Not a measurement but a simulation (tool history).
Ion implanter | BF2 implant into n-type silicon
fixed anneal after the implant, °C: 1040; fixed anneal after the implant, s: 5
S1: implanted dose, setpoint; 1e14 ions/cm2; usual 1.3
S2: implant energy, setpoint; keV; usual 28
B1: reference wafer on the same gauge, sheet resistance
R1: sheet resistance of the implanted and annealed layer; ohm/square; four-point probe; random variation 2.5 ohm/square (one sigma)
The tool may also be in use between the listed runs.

Run 1, day 0: usual settings but S1 1.03 1e14 ions/cm2; B1 724.23. Result: R1 988.28 ohm/square.
Run 2, day 1.454: usual settings; B1 723.92. Result: R1 813.23 ohm/square.
Run 3, day 2.917: usual settings; B1 723.75. Result: R1 813.23 ohm/square.
Run 4, day 3.729: usual settings; B1 723.45. Result: R1 818.45 ohm/square.
Run 5, day 4.35: usual settings; B1 723.43. Result: R1 815.09 ohm/square.
Run 6, day 4.979: usual settings; B1 724.76. Result: R1 818.73 ohm/square.
Run 7, day 6.246: usual settings; B1 723.35. Result: R1 814.74 ohm/square.
Run 8, day 6.829: usual settings; B1 723.97. Result: R1 810.1 ohm/square.
Run 9, day 7.6: usual settings; B1 724.21. Result: R1 812.13 ohm/square.
Run 10, day 8.575: usual settings; B1 724.24. Result: R1 808.12 ohm/square.
Run 11, day 9.379: usual settings; B1 724.35. Result: R1 809.75 ohm/square.
Run 12, day 10.325: usual settings but S2 31.5 keV; B1 723.39. Result: R1 797.45 ohm/square.
At day 11.508: extraction supply calibrated.
At day 11.633: gauge calibrated.
Run 13, day 13.575: usual settings but S2 31.5 keV; B1 723.81. Result: R1 798.95 ohm/square.
Run 14, day 15.058: usual settings but S1 1.4 1e14 ions/cm2, S2 30 keV; B1 725.09. Result: R1 760.64 ohm/square.
Run 15, day 16.367: usual settings but S1 1.4 1e14 ions/cm2, S2 30 keV; B1 724.05. Result: R1 757.65 ohm/square.
Run 16, day 17.408: usual settings but S1 1.4 1e14 ions/cm2, S2 30 keV; B1 723.55. Result: R1 756.83 ohm/square.
Run 17, day 18.233: usual settings but S1 1.57 1e14 ions/cm2, S2 20.5 keV; B1 724.29. Result: R1 730.63 ohm/square.
Run 18, day 19.433: usual settings; B1 724.04. Result: R1 814.98 ohm/square.
Run 19, day 20.733: usual settings; B1 723.86. Result: R1 816.8 ohm/square.
At day 21.942: Faraday cup replaced and dose calibrated.
Run 20, day 21.962: usual settings but S1 1.4 1e14 ions/cm2, S2 32.5 keV; B1 724.38. Result: R1 716.3 ohm/square.
Run 21, day 23.154: usual settings but S1 1.59 1e14 ions/cm2, S2 21.5 keV; B1 723.82. Result: R1 683.57 ohm/square.
Run 22, day 24.217: usual settings but S1 0.93 1e14 ions/cm2, S2 21.5 keV; B1 724.97. Result: R1 1066.4 ohm/square.
Run 23, day 25.2: usual settings but S1 0.92 1e14 ions/cm2, S2 34.5 keV; B1 723.14. Result: R1 999.8 ohm/square.
Run 24, day 25.996: usual settings but S2 37.5 keV; B1 723.43. Result: R1 750.19 ohm/square.
Run 25, day 26.658: usual settings; B1 723.53. Result: R1 783.71 ohm/square.
Run 26, day 27.746: usual settings; B1 723.76. Result: R1 781.91 ohm/square.
Run 27, day 29.604: usual settings but S2 31.5 keV; B1 724.53. Result: R1 771.69 ohm/square.
Run 28, day 30.554: usual settings but S1 1.16 1e14 ions/cm2, S2 22.5 keV; B1 724.62. Result: R1 885.29 ohm/square.
Run 29, day 31.146: usual settings but S1 1.4 1e14 ions/cm2, S2 24.5 keV; B1 723.06. Result: R1 752.79 ohm/square.
Run 30, day 31.938: usual settings but S1 1.18 1e14 ions/cm2, S2 24 keV; B1 724.64. Result: R1 868.62 ohm/square.
Run 31, day 34.596: usual settings but S2 35.5 keV; B1 724.54. Result: R1 761.8 ohm/square.
Run 32, day 35.725: usual settings but S1 1.48 1e14 ions/cm2, S2 35.5 keV; B1 723.71. Result: R1 686.35 ohm/square.
Run 33, day 36.321: usual settings but S1 1.42 1e14 ions/cm2, S2 33 keV; B1 724.2. Result: R1 718.59 ohm/square.
Run 34, day 37.704: usual settings but S2 36 keV; B1 723.29. Result: R1 763.38 ohm/square.

4 ways to go on from here, each from the tool as it stands after run 34. What would each give?
Run A, day 37.721: usual settings; B1 ?. Result: R1 ?.
Run B, day 37.721: usual settings but S1 0.93 1e14 ions/cm2; B1 ?. Result: R1 ?.
Run C, day 37.721: usual settings but S2 25 keV; B1 ?. Result: R1 ?.
Run D, day 37.721: usual settings but S1 1.61 1e14 ions/cm2; B1 ?. Result: R1 ?.

run     B1      R1
  A  723.9  788.45
  B  723.9  1035.4
  C  723.9  802.14
  D  723.9  662.22
Without the tool's hidden state the same runs would have given:
run       R1
  A   777.45
  B  1020.95
  C   790.84
  D   652.93

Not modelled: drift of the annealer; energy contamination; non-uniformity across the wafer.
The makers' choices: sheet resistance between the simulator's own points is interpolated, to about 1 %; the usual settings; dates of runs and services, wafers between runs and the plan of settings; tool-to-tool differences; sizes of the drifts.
